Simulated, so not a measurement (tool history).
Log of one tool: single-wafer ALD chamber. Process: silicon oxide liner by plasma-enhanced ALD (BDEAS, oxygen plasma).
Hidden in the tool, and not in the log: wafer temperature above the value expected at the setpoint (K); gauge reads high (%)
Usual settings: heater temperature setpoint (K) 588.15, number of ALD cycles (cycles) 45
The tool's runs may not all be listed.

run   hour  heater temperature setpoint (K)  number of ALD cycles (cycles)  wafers since the last listed run  hours since the last thermocouple change  hours since the gauge calibration  read-back reference wafer on the same gauge, thickness_nm  mean film thickness on the monitor wafer (angstrom)
  1      0                           588.15                             45                                 0                                    1631.6                              465.8                                                      4.053                                                42.02
  2   61.3                           588.15                             45                               359                                    1692.9                              527.1                                                      4.054                                                41.86
  3  116.9                           588.15                             45                               326                                    1748.5                              582.7                                                      4.059                                                42.43
  4  264.5                           588.15                             45                               866                                    1896.1                              730.3                                                      4.056                                                42.17
  5  301.3                           588.15                             45                               216                                    1932.9                              767.1                                                      4.054                                                42.54
  6  327.7                           583.15                             39                               154                                    1959.3                              793.5                                                      4.057                                                36.95
  7  392.3                           583.15                             39                               379                                    2023.9                              858.1                                                      4.061                                                37.03
  8  417.3                           588.15                             45                               146                                    2048.9                              883.1                                                      4.059                                                42.17
  9    471                           588.15                             45                               315                                    2102.6                              936.8                                                      4.055                                                41.91
 10  505.4                           596.15                             38                               201                                      2137                              971.2                                                      4.057                                                35.58
     535.2  -- thermocouple changed; heater temperature recalibrated
 11  558.4                           576.15                             39                               264                                      23.2                             1024.2                                                      4.061                                                36.96
 12  594.6                           588.15                             50                               212                                      59.4                             1060.4                                                      4.052                                                47.24
     644.1  -- gauge calibrated
 13  650.2                           573.15                             41                               326                                       115                                6.1                                                      4.065                                                39.19
 14  698.2                           588.15                             45                               281                                       163                               54.1                                                      4.057                                                42.45

Forecast run 15:
 15  740.1                           593.15                             54                               245                                     204.9                                 96                                                          ?                                                    ?

{"run 15": {"read-back reference wafer on the same gauge, thickness_nm": 4.07, "mean film thickness on the monitor wafer (angstrom)": 50.69}}
Without the tool's hidden state the same run would have given mean film thickness on the monitor wafer (angstrom) 50.69.
